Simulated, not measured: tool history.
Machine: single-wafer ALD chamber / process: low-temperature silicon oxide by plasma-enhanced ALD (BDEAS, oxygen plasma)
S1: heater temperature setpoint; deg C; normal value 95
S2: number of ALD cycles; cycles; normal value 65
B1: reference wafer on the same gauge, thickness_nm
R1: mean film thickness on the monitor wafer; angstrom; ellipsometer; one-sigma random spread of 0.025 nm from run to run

{"run": 1, "day": 0.0, "S1": 95, "S2": 65, "B1": 8.19, "R1": 97.42}
{"run": 2, "day": 1.333, "S1": 95, "S2": 65, "B1": 8.193, "R1": 98.14}
{"run": 3, "day": 2.0, "S1": 95, "S2": 65, "B1": 8.186, "R1": 97.74}
{"run": 4, "day": 3.471, "S1": 95, "S2": 65, "B1": 8.196, "R1": 97.91}
{"run": 5, "day": 4.558, "S1": 95, "S2": 65, "B1": 8.18, "R1": 98.11}
{"run": 6, "day": 5.358, "S1": 95, "S2": 65, "B1": 8.192, "R1": 98.31}
{"run": 7, "day": 8.354, "S1": 84, "S2": 65, "B1": 8.184, "R1": 101.67}
{"run": 8, "day": 9.608, "S1": 84, "S2": 65, "B1": 8.19, "R1": 101.02}
{"run": 9, "day": 10.658, "S1": 84, "S2": 65, "B1": 8.196, "R1": 101.13}
{"run": 10, "day": 11.875, "S1": 91, "S2": 65, "B1": 8.188, "R1": 98.9}
{"run": 11, "day": 12.479, "S1": 95, "S2": 65, "B1": 8.196, "R1": 97.42}
{"run": 12, "day": 13.312, "S1": 95, "S2": 65, "B1": 8.192, "R1": 97.62}
{"run": 13, "day": 14.492, "S1": 95, "S2": 65, "B1": 8.187, "R1": 97.55}
{"run": 14, "day": 15.046, "S1": 95, "S2": 65, "B1": 8.184, "R1": 98.04}
{"day": 15.771, "done": "thermocouple changed; heater temperature recalibrated"}
{"run": 15, "day": 16.475, "S1": 95, "S2": 65, "B1": 8.188, "R1": 99.76}
{"run": 16, "day": 20.425, "S1": 95, "S2": 65, "B1": 8.192, "R1": 99.44}
{"run": 17, "day": 21.821, "S1": 87, "S2": 65, "B1": 8.194, "R1": 102.03}
{"run": 18, "day": 23.054, "S1": 87, "S2": 65, "B1": 8.191, "R1": 102.08}
{"run": 19, "day": 24.271, "S1": 103, "S2": 65, "B1": 8.197, "R1": 97.23}
{"run": 20, "day": 25.396, "S1": 95, "S2": 71, "B1": 8.197, "R1": 108.6}
{"run": 21, "day": 26.146, "S1": 84, "S2": 61, "B1": 8.191, "R1": 96.58}
{"run": 22, "day": 26.746, "S1": 87, "S2": 65, "B1": 8.193, "R1": 101.91}
{"run": 23, "day": 27.65, "S1": 95, "S2": 78, "B1": 8.177, "R1": 119.46}
{"run": 24, "day": 28.421, "S1": 95, "S2": 65, "B1": 8.197, "R1": 99.27}
{"run": 25, "day": 29.088, "S1": 110, "S2": 73, "B1": 8.2, "R1": 108.36}
{"run": 26, "day": 29.629, "S1": 95, "S2": 65, "B1": 8.187, "R1": 99.17}
{"run": 27, "day": 30.783, "S1": 101, "S2": 65, "B1": 8.2, "R1": 97.97}
{"day": 31.625, "done": "gauge calibrated"}
{"run": 28, "day": 31.967, "S1": 95, "S2": 71, "B1": 8.186, "R1": 108.06}
{"run": 29, "day": 32.842, "S1": 95, "S2": 77, "B1": 8.197, "R1": 117.12}
{"run": 30, "day": 33.512, "S1": 95, "S2": 65, "B1": 8.198, "R1": 99.02}
{"run": 31, "day": 34.217, "S1": 83, "S2": 74, "B1": 8.199, "R1": 116.68}
{"run": 32, "day": 34.875, "S1": 86, "S2": 77, "B1": 8.192, "R1": 120.4}
{"run": 33, "day": 35.567, "S1": 86, "S2": 65, "B1": 8.175, "R1": 101.49}
{"run": 34, "day": 36.071, "S1": 99, "S2": 65, "B1": 8.195, "R1": 97.87}
{"run": 35, "day": 36.796, "S1": 95, "S2": 65, "B1": 8.193, "R1": 98.91}
{"run": 36, "day": 37.6, "S1": 95, "S2": 65, "B1": 8.177, "R1": 99.01}
{"run": 37, "day": 38.221, "S1": 101, "S2": 59, "B1": 8.193, "R1": 88.88}
{"run": 38, "day": 39.558, "S1": 88, "S2": 54, "B1": 8.188, "R1": 83.96}
{"run": 39, "day": 41.025, "S1": 87, "S2": 74, "B1": 8.195, "R1": 115.28}
{"run": 40, "day": 41.629, "S1": 89, "S2": 65, "B1": 8.194, "R1": 100.19}

What was the tool's hidden state at every run in the log?
gauge reads high (%): 0 across all the runs
H1: wafer temperature above the value expected at the setpoint (K)
run=1 H1=6.96
run=2 H1=6.99
run=3 H1=7
run=4 H1=7.03
run=5 H1=7.04
run=6 H1=7.06
run=7 H1=7.1
run=8 H1=7.12
run=9 H1=7.13
run=10 H1=7.14
run=11 H1=7.15
run=12 H1=7.16
run=13 H1=7.17
run=14 H1=7.18
run=15 H1=-0.24
run=16 H1=0.718
run=17 H1=1.02
run=18 H1=1.27
run=19 H1=1.51
run=20 H1=1.71
run=21 H1=1.85
run=22 H1=1.95
run=23 H1=2.1
run=24 H1=2.22
run=25 H1=2.33
run=26 H1=2.41
run=27 H1=2.58
run=28 H1=2.74
run=29 H1=2.86
run=30 H1=2.94
run=31 H1=3.03
run=32 H1=3.11
run=33 H1=3.19
run=34 H1=3.25
run=35 H1=3.33
run=36 H1=3.42
run=37 H1=3.48
run=38 H1=3.62
run=39 H1=3.76
run=40 H1=3.81
